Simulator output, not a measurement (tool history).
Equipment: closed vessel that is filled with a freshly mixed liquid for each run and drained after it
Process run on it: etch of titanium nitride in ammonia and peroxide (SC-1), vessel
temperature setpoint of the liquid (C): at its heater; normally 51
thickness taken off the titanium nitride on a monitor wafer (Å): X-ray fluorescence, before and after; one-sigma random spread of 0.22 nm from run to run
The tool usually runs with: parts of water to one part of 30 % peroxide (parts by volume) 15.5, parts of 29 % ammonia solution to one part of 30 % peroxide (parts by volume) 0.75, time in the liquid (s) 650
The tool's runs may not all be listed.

run	hour	temperature setpoint of the liquid (C)	parts of water to one part of 30 % peroxide (parts by volume)	parts of 29 % ammonia solution to one part of 30 % peroxide (parts by volume)	time in the liquid (s)	wafers since the last listed run	hours since the thermometer was replaced	hours since the ammonia flow meter was replaced	hours since the drum of ammonia solution was connected	hours since the gauge calibration	read-back film thickness of the titanium nitride reference wafer, read on the same gauge (nm)	thickness taken off the titanium nitride on a monitor wafer (Å)
1	0	51	15.5	0.75	650	0	71.4	950.1	504	128.2	40	434.2
2	26.6	51	15.5	0.75	650	1511	98	976.7	530.6	154.8	40	441.2
3	40.1	51	15.5	0.75	650	767	111.5	990.2	544.1	168.3	39.99	435.1
# hour 44.3: new drum of ammonia solution connected
4	63.6	51	15.5	0.75	650	1278	135	1013.7	19.3	191.8	39.99	434.8
5	115.7	51	15.5	1	985	2960	187.1	1065.8	71.4	243.9	39.99	695.7
6	151	51	21.5	0.85	1035	2005	222.4	1101.1	106.7	279.2	39.97	591.3
7	180.1	45.5	15.5	0.55	530	1653	251.5	1130.2	135.8	308.3	39.98	228.2
8	210.1	51	15.5	0.75	395	1704	281.5	1160.2	165.8	338.3	40.01	265.9
9	236.2	51	15.5	0.75	650	1483	307.6	1186.3	191.9	364.4	40	434.1
10	256.5	51	15.5	0.75	650	1153	327.9	1206.6	212.2	384.7	39.99	437.5
11	275.6	47	9.5	0.75	650	1085	347	1225.7	231.3	403.8	40	424.5
12	292.3	51	12	0.6	290	949	363.7	1242.4	248	420.5	40	215.5
13	321.3	51	15.5	0.5	380	1647	392.7	1271.4	277	449.5	40.01	236
14	353.9	51	15.5	0.75	650	1852	425.3	1304	309.6	482.1	40.01	433.9
15	366.7	45	15.5	0.75	415	727	438.1	1316.8	322.4	494.9	40	182.1
# hour 372.7: thermometer replaced
16	382.6	48.5	8	0.75	650	846	9.9	1332.7	338.3	510.8	40	516
# hour 397.8: ammonia flow meter replaced
17	400.6	55	22	1.15	910	966	27.9	2.8	356.3	528.8	40.01	713.4
18	435.5	51	13.5	0.55	650	1983	62.8	37.7	391.2	563.7	40	444.8
19	463.6	51	9.5	0.75	650	1596	90.9	65.8	419.3	591.8	39.98	565.5
20	485.1	51	23	0.45	920	1221	112.4	87.3	440.8	613.3	40.01	447.8
21	501.5	44	15.5	0.75	650	931	128.8	103.7	457.2	629.7	39.98	266.5
22	535.9	51	15.5	0.95	875	1954	163.2	138.1	491.6	664.1	40	618.3
23	564.5	51	15.5	0.75	650	1625	191.8	166.7	520.2	692.7	40	431.3
24	593.5	60	19	0.4	1010	1647	220.8	195.7	549.2	721.7	40	988.8
# hour 605.7: new drum of ammonia solution connected
25	614.9	51	15.5	0.75	650	1159	242.2	217.1	9.2	743.1	39.98	437.3
26	647	57.5	23.5	0.75	650	1824	274.3	249.2	41.3	775.2	40	544.3
27	675.1	51	15.5	0.75	650	1596	302.4	277.3	69.4	803.3	40.03	433.9
28	710.7	42	18	0.65	770	2023	338	312.9	105	838.9	40.01	242.7
29	730.1	51	15.5	1.15	650	1102	357.4	332.3	124.4	858.3	40.01	471.7

Below are 3 alternative next runs, each starting from the tool's condition after run 29. Predict each:
A	730.9	51	15.5	0.75	650	45	358.2	333.1	125.2	859.1	?	?
B	730.9	51	15.5	0.75	1025	45	358.2	333.1	125.2	859.1	?	?
C	730.9	42.5	15.5	0.35	365	45	358.2	333.1	125.2	859.1	?	?

run	read-back film thickness of the titanium nitride reference wafer, read on the same gauge (nm)	thickness taken off the titanium nitride on a monitor wafer (Å)
A	39.99	440.2
B	39.99	694.2
C	39.99	117.6
Without the tool's unlogged condition, the same runs would have read:
run	thickness taken off the titanium nitride on a monitor wafer (Å)
A	440.2
B	694.2
C	117.6
